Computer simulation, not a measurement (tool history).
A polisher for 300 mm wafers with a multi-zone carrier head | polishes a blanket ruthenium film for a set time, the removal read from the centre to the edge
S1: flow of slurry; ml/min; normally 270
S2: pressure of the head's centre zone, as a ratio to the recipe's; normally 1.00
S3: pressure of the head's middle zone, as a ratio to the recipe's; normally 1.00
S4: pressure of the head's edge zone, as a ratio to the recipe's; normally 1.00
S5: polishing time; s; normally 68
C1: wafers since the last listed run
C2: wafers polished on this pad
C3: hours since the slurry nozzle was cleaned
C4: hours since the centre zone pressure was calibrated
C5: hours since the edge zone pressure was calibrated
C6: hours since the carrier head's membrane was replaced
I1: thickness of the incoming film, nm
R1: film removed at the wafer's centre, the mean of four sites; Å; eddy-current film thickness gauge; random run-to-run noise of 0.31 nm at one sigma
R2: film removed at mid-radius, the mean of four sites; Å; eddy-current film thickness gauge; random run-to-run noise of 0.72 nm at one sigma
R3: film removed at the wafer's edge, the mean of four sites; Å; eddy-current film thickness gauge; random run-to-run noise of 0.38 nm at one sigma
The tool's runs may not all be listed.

run    hour   S1    S2    S3    S4  S5   C1    C2     C3     C4     C5      C6     I1   R1   R2   R3
  1     0.0  270  1.00  1.00  1.00  68    0  4894  166.4   57.2  196.9   472.0  527.6  489  502  487
  2    38.1  270  1.00  1.10  1.11  86  373  5268  204.5   95.3  235.0   510.1  522.3  619  670  650
       94.9  -- worn pad replaced by a new one
  3   128.9  270  1.00  0.92  1.00  68  851   333  295.3  186.1  325.8   600.9  518.8  484  458  489
  4   198.4  270  1.00  1.04  1.00  47  681  1015  364.8  255.6  395.3   670.4  540.8  336  355  337
  5   294.8  270  1.00  1.00  1.00  68  945  1961  461.2  352.0  491.7   766.8  539.9  488  491  481
  6   382.0  270  1.00  1.00  1.00  68  855  2817  548.4  439.2  578.9   854.0  530.4  484  485  486
  7   431.1  270  0.91  1.00  1.00  68  481  3298  597.5  488.3  628.0   903.1  538.9  444  510  488
  8   529.3  350  0.97  0.92  0.91  68  963  4262  695.7  586.5  726.2  1001.3  521.5  481  459  474
  9   596.0  270  1.10  0.95  0.94  83  654  4916  762.4  653.2  792.9  1068.0  535.5  655  586  574
      613.3  -- slurry nozzle cleaned
 10   674.2  270  1.00  0.91  1.00  77  757  5674   60.9  731.4  871.1  1146.2  534.3  547  509  557
      680.9  -- edge zone pressure recalibrated
      708.5  -- worn pad replaced by a new one
 11   742.7  270  1.07  1.00  1.00  68  613   335  129.4  799.9   61.8  1214.7  532.1  521  499  493
 12   782.0  270  1.00  1.00  1.00  68  385   720  168.7  839.2  101.1  1254.0  532.2  481  492  488
 13   835.3  310  0.94  1.00  1.00  68  522  1243  222.0  892.5  154.4  1307.3  532.3  460  502  499
 14   906.7  270  1.00  1.00  1.00  68  700  1944  293.4  963.9  225.8  1378.7  522.3  482  488  484
      926.3  -- centre zone pressure recalibrated
 15   944.6  270  1.00  0.92  1.00  68  352  2296  331.3   18.3  263.7  1416.6  524.4  485  465  489
 16  1045.5  185  1.00  1.00  1.00  68  989  3286  432.2  119.2  364.6  1517.5  533.8  461  487  480
 17  1144.3  270  1.00  1.00  1.00  68  969  4255  531.0  218.0  463.4  1616.3  524.7  486  504  481
     1207.8  -- carrier head's membrane replaced by a new one
 18  1209.0  270  1.00  1.00  1.00  68  585  4841  595.7  282.7  528.1     1.2  541.9  484  498  485
 19  1296.2  360  0.96  1.00  1.00  68  855  5696  682.9  369.9  615.3    88.4  532.0  482  499  498
     1346.2  -- slurry nozzle cleaned
 20  1372.0  270  1.00  1.00  1.00  68  733  6430   25.8  445.7  691.1   164.2  530.8  487  489  487
     1379.3  -- worn pad replaced by a new one
 21  1447.4  305  1.00  1.00  1.07  83  700   667  101.2  521.1  766.5   239.6  527.9  599  603  616
 22  1515.1  270  0.92  1.00  1.00  52  664  1332  168.9  588.8  834.2   307.3  525.8  342  385  373
 23  1603.6  340  1.06  1.00  1.00  79  868  2200  257.4  677.3  922.7   395.8  527.6  610  586  570

Here are 3 independent what-if runs from the current tool condition. What would each one return?
  A  1604.0  270  1.00  1.00  1.00  68   3  2204  257.8  677.7  923.1  396.2  534.9   ?   ?   ?
  B  1604.0  315  1.00  1.00  1.00  79   3  2204  257.8  677.7  923.1  396.2  534.9   ?   ?   ?
  C  1604.0  305  1.00  1.00  0.91  68   3  2204  257.8  677.7  923.1  396.2  534.9   ?   ?   ?

run   R1   R2   R3
  A  491  497  491
  B  578  584  575
  C  496  501  473
With no hidden state in the tool, these same runs would have given:
run   R1   R2   R3
  A  491  497  491
  B  578  584  575
  C  496  501  473
